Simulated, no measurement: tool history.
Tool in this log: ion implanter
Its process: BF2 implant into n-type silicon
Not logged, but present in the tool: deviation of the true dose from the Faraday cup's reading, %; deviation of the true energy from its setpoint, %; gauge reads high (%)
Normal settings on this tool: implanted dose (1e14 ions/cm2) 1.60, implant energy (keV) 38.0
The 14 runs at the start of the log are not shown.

run    hour  implanted dose (1e14 ions/cm2)  implant energy (keV)  wafers since the last listed run  hours since the last dose calibration  hours since the extraction supply was calibrated  hours since the gauge calibration  read-back reference wafer on the same gauge, sheet resistance  sheet resistance of the implanted and annealed layer (ohm/square)
 15  1159.7                            1.60                  38.0                               686                                  335.0                                            4117.8                             1962.7                                                         549.94                                                             553.87
 16  1239.7                            1.72                  27.5                              1156                                  415.0                                            4197.8                             2042.7                                                         549.96                                                             546.78
 17  1279.1                            1.83                  30.5                               569                                  454.4                                            4237.2                             2082.1                                                         549.57                                                             512.86
 18  1372.0                            1.42                  50.0                              1342                                  547.3                                            4330.1                             2175.0                                                         550.63                                                             593.78
 19  1467.4                            1.39                  27.5                              1379                                  642.7                                            4425.5                             2270.4                                                         550.44                                                             657.82
     1519.5  -- extraction supply calibrated
 20  1537.8                            1.60                  38.0                               901                                  713.1                                              18.3                             2340.8                                                         549.90                                                             562.64
 21  1622.1                            1.60                  38.0                              1218                                  797.4                                             102.6                             2425.1                                                         550.38                                                             559.69
 22  1686.9                            1.60                  28.0                               936                                  862.2                                             167.4                             2489.9                                                         550.36                                                             584.04
 23  1728.3                            1.30                  33.0                               598                                  903.6                                             208.8                             2531.3                                                         549.64                                                             673.06

What does the tool deliver on the next run?
 24  1774.9                            1.60                  38.0                               673                                  950.2                                             255.4                             2577.9                                                              ?                                                                  ?

read-back reference wafer on the same gauge, sheet resistance: 549.51
sheet resistance of the implanted and annealed layer (ohm/square): 564.71
With the hidden condition absent and the run-to-run variation left alone, this run would have shown sheet resistance of the implanted and annealed layer (ohm/square) 551.44.

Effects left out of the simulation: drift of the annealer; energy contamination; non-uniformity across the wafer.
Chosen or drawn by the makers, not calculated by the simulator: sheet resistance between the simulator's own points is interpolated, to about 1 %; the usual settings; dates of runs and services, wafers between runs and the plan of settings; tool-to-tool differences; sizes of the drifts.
